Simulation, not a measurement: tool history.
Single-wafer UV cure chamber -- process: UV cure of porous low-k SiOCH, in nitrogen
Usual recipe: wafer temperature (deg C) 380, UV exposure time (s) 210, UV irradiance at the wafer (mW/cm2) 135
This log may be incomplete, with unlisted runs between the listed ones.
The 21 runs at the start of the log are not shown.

run    hour  wafer temperature (deg C)  UV exposure time (s)  UV irradiance at the wafer (mW/cm2)  wafers since the last listed run  hours since the UV bulbs were replaced  wafers since the quartz window was cleaned  loss of film thickness in the cure (%)
 22  1028.3                        392                   260                                   96                               189                                  1524.0                                         942                                  13.434
 23  1073.8                        362                   150                                  166                               183                                  1569.5                                        1125                                  13.020
 24  1122.4                        386                   245                                  135                               195                                  1618.1                                        1321                                  15.146
 25  1148.4                        394                   130                                  173                               104                                  1644.1                                        1425                                  12.986
 26  1214.6                        380                   210                                  135                               266                                  1710.3                                        1692                                  13.801
 27  1251.3                        380                   210                                  135                               147                                  1747.0                                        1840                                  13.844
 28  1291.8                        380                   210                                  124                               163                                  1787.5                                        2003                                  13.171
 29  1353.8                        380                   250                                  135                               249                                  1849.5                                        2252                                  14.430
 30  1402.3                        380                   175                                  121                               195                                  1898.0                                        2447                                  12.375
 31  1445.9                        366                   115                                  169                               175                                  1941.6                                        2623                                  11.170
 32  1470.8                        380                   210                                  135                               100                                  1966.5                                        2723                                  13.463
     1511.3  -- UV bulbs replaced
 33  1514.3                        380                   210                                  135                               142                                     3.0                                        2866                                  14.652
 34  1553.8                        392                   170                                  155                               159                                    42.5                                        3025                                  14.639
 35  1577.8                        373                   245                                  135                                96                                    66.5                                        3122                                  15.458
 36  1627.4                        380                   210                                  167                               199                                   116.1                                        3321                                  15.823
 37  1695.6                        360                    90                                  109                               274                                   184.3                                        3596                                   8.474
 38  1744.1                        392                   290                                  165                               195                                   232.8                                        3791                                  17.554
 39  1795.6                        380                   300                                   98                               207                                   284.3                                        3998                                  14.319
 40  1846.8                        362                   210                                  135                               206                                   335.5                                        4204                                  13.619
 41  1889.4                        380                   210                                  117                               171                                   378.1                                        4376                                  12.983
     1927.2  -- quartz window cleaned
 42  1947.4                        361                   210                                  153                               201                                   436.1                                          81                                  14.704
 43  2008.5                        380                   210                                  156                               245                                   497.2                                         327                                  15.550

Consider 5 possible next runs. They are alternatives, not a sequence: every one starts from the tool as it was left by run 43. What does each give?
  A  2009.0                        380                   100                                  135                                 2                                   497.7                                         329                                       ?
  B  2009.0                        365                   285                                  135                                 2                                   497.7                                         329                                       ?
  C  2009.0                        396                   130                                  115                                 2                                   497.7                                         329                                       ?
  D  2009.0                        392                   300                                  165                                 2                                   497.7                                         329                                       ?
  E  2009.0                        380                   260                                  107                                 2                                   497.7                                         329                                       ?

run  loss of film thickness in the cure (%)
  A                                  10.706
  B                                  15.798
  C                                  11.531
  D                                  17.780
  E                                  14.398
With the hidden condition removed and each run's random variation left untouched, the same runs would have given:
run  loss of film thickness in the cure (%)
  A                                  11.473
  B                                  16.635
  C                                  12.308
  D                                  18.631
  E                                  15.218
